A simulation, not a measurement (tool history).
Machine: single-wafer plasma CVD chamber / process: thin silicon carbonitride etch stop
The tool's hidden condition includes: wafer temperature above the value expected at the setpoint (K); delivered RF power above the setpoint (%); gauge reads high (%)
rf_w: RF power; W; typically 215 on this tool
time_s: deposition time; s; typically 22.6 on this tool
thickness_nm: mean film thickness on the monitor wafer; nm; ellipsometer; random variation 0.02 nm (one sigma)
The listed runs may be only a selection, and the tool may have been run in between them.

run,hour,rf_w,time_s,wafers since the last listed run,hours since the last thermocouple change,hours since the last RF generator calibration,hours since the showerhead was replaced,hours since the gauge calibration,"read-back reference wafer on the same gauge, thickness_nm",thickness_nm
1,0.0,215,22.6,0,1119.2,2117.4,5572.3,158.6,10.698,13.229
2,14.7,215,20.6,431,1133.9,2132.1,5587.0,173.3,10.701,12.034
3,23.5,240,22.6,258,1142.7,2140.9,5595.8,182.1,10.695,13.489
4,34.1,240,22.6,311,1153.3,2151.5,5606.4,192.7,10.694,13.465
5,42.9,240,22.6,258,1162.1,2160.3,5615.2,201.5,10.691,13.449
6,57.2,215,22.6,420,1176.4,2174.6,5629.5,215.8,10.693,13.149
7,63.9,215,22.6,196,1183.1,2181.3,5636.2,222.5,10.694,13.158
8,80.7,215,22.6,493,1199.9,2198.1,5653.0,239.3,10.690,13.177
# hour 86.5: gauge calibrated
9,94.3,215,22.6,399,1213.5,2211.7,5666.6,7.8,10.799,13.306
10,106.0,215,22.6,343,1225.2,2223.4,5678.3,19.5,10.786,13.322
11,116.8,215,22.6,317,1236.0,2234.2,5689.1,30.3,10.773,13.284
12,133.2,215,22.6,481,1252.4,2250.6,5705.5,46.7,10.759,13.291
# hour 145.0: RF generator calibrated
13,145.5,215,22.6,126,1264.7,0.5,5717.8,59.0,10.751,13.246
14,155.5,215,22.6,293,1274.7,10.5,5727.8,69.0,10.747,13.278
15,166.1,215,22.6,311,1285.3,21.1,5738.4,79.6,10.742,13.209
16,180.1,215,22.6,411,1299.3,35.1,5752.4,93.6,10.736,13.223
17,188.5,215,22.6,246,1307.7,43.5,5760.8,102.0,10.731,13.201
18,195.8,215,20.2,214,1315.0,50.8,5768.1,109.3,10.725,11.834
19,210.4,175,26.5,428,1329.6,65.4,5782.7,123.9,10.725,14.896
20,217.6,180,19.0,211,1336.8,72.6,5789.9,131.1,10.719,10.743
21,233.8,215,22.6,475,1353.0,88.8,5806.1,147.3,10.713,13.209
22,250.4,190,22.6,487,1369.6,105.4,5822.7,163.9,10.715,12.900
# hour 263.5: thermocouple changed; heater temperature recalibrated
23,264.0,215,26.3,164,0.5,119.0,5836.3,177.5,10.709,15.363
24,304.7,255,20.3,1195,41.2,159.7,5877.0,218.2,10.708,12.239
25,315.9,215,22.6,328,52.4,170.9,5888.2,229.4,10.703,13.210
26,323.4,215,22.6,220,59.9,178.4,5895.7,236.9,10.701,13.211
27,336.6,240,26.9,387,73.1,191.6,5908.9,250.1,10.702,16.079
# hour 346.7: showerhead replaced
28,347.2,215,22.6,76,83.7,202.2,0.5,260.7,10.707,13.186
# hour 350.4: gauge calibrated
29,360.4,215,22.6,387,96.9,215.4,13.7,10.0,10.784,13.286
30,374.6,215,22.6,417,111.1,229.6,27.9,24.2,10.767,13.284
31,385.7,200,18.9,326,122.2,240.7,39.0,35.3,10.759,10.926
32,395.0,195,25.9,273,131.5,250.0,48.3,44.6,10.750,14.884
33,402.7,195,22.6,226,139.2,257.7,56.0,52.3,10.744,12.981
34,415.3,250,22.6,370,151.8,270.3,68.6,64.9,10.736,13.636
35,426.5,185,27.0,328,163.0,281.5,79.8,76.1,10.728,15.358
36,438.7,175,18.2,358,175.2,293.7,92.0,88.3,10.726,10.262

Forecast each of these 3 alternatives for the next run:
A,439.1,215,24.5,11,175.6,294.1,92.4,88.7,?,?
B,439.1,175,22.6,11,175.6,294.1,92.4,88.7,?,?
C,439.1,200,19.4,11,175.6,294.1,92.4,88.7,?,?

run,"read-back reference wafer on the same gauge, thickness_nm",thickness_nm
A,10.727,14.314
B,10.727,12.707
C,10.727,11.179
The same runs, with their run-to-run variation unchanged, on a tool lacking any hidden condition would have given:
run,thickness_nm
A,14.416
B,12.797
C,11.258

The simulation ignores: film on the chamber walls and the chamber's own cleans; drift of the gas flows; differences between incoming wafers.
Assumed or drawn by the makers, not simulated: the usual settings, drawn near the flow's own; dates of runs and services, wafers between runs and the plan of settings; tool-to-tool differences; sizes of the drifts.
